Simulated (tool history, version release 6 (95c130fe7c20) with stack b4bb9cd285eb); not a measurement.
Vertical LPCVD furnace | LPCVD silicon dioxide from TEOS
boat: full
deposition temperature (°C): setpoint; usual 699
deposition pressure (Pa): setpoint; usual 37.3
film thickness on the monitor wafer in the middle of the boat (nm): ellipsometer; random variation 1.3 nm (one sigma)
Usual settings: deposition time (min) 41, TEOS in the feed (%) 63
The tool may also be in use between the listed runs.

run   hour  deposition temperature (°C)  deposition pressure (Pa)  deposition time (min)  TEOS in the feed (%)  read-back reference wafer on the same gauge, thickness  film thickness on the monitor wafer in the middle of the boat (nm)
  1      0                          699                      37.3                     41                    63                                                  263.38                                                              265.65
  2   45.5                          699                        42                     41                    63                                                  262.86                                                              280.79
  3   99.5                          699                        42                     41                    63                                                  263.09                                                              280.31
  4  169.5                          699                      37.3                     41                    63                                                  263.05                                                              263.03
  5  203.5                          699                      30.7                     41                    63                                                  263.15                                                              240.27
       229  -- gauge calibrated
  6  232.3                          699                      30.7                     41                    63                                                  262.64                                                              239.34
     263.4  -- thermocouples replaced and temperature profile calibrated
  7  263.9                          699                      37.3                     41                    63                                                  263.46                                                              265.34
  8  293.9                          699                      37.3                     41                    63                                                  263.02                                                              263.38
  9  348.2                          699                      37.3                     41                    63                                                  263.24                                                              264.33
 10  397.4                          699                      37.3                     41                    63                                                  263.25                                                              262.15
 11  461.6                          699                      37.3                     41                    63                                                  263.51                                                              266.76
 12  528.3                          699                      37.3                     41                    63                                                  262.89                                                              265.73
     598.3  -- TEOS flow controller replaced
 13  598.8                          691                        28                     55                    75                                                  263.14                                                              276.99
 14  613.9                          699                      37.3                     41                    63                                                  262.22                                                              263.28
 15  638.8                          699                      37.3                     41                    63                                                  263.01                                                              266.21
     676.9  -- pressure gauge zeroed
 16  686.5                          709                      28.7                   47.5                    70                                                     263                                                              355.62

The next listed run, before its measurement:
 17  716.2                          710                      37.3                     41                    58                                                       ?                                                                   ?

{"run 17": {"read-back reference wafer on the same gauge, thickness": 262.94, "film thickness on the monitor wafer in the middle of the boat (nm)": 327.07}}
Without the tool's hidden state the same run would have given film thickness on the monitor wafer in the middle of the boat (nm) 327.07.

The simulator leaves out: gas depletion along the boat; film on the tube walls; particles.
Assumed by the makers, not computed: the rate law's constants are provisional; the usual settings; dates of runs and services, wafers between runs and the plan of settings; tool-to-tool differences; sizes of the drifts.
